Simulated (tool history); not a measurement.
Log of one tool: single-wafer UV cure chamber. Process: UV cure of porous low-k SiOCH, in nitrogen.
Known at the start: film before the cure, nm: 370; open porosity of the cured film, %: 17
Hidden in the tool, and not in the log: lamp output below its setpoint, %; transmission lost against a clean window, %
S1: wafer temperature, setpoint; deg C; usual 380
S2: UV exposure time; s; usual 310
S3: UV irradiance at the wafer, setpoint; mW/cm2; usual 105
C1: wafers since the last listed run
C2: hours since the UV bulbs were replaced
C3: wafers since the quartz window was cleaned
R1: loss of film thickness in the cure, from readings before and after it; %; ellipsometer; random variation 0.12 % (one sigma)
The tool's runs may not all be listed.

run,day,S1,S2,S3,C1,C2,C3,R1
1,0,380,310,105,0,858.8,3380,10.971
# day 1.238: quartz window cleaned
2,3.492,380,310,105,499,942.6,356,11.433
3,7.467,380,310,105,628,1038,984,11.269
4,9.579,380,310,105,333,1088.7,1318,11.142
5,13.554,380,310,105,628,1184.1,1946,11.169
6,16.562,380,310,105,475,1256.3,2421,10.943
7,20.65,380,310,123,645,1354.4,3067,11.453
8,24.029,380,310,123,533,1435.5,3601,11.333
9,26.138,380,310,123,333,1486.1,3934,11.21
# day 28.467: quartz window cleaned
10,32.146,380,310,105,896,1630.3,581,11.117
11,34.238,380,310,105,330,1680.5,912,10.783
12,37.929,380,310,105,583,1769.1,1495,11.037
13,40.792,380,310,105,452,1837.8,1947,10.621
14,43.908,380,310,105,492,1912.6,2440,10.464
15,47.1,380,310,105,504,1989.2,2944,10.595
# day 51.188: quartz window cleaned
16,57.875,370,310,118,1650,2247.8,1056,11.093
17,61.533,370,310,118,578,2335.6,1634,10.759

Forecast run 18:
18,63.504,367,310,105,311,2382.9,1946,?

R1: 10.245 %
Without the tool's hidden state the same run would have given R1 11.891 %.

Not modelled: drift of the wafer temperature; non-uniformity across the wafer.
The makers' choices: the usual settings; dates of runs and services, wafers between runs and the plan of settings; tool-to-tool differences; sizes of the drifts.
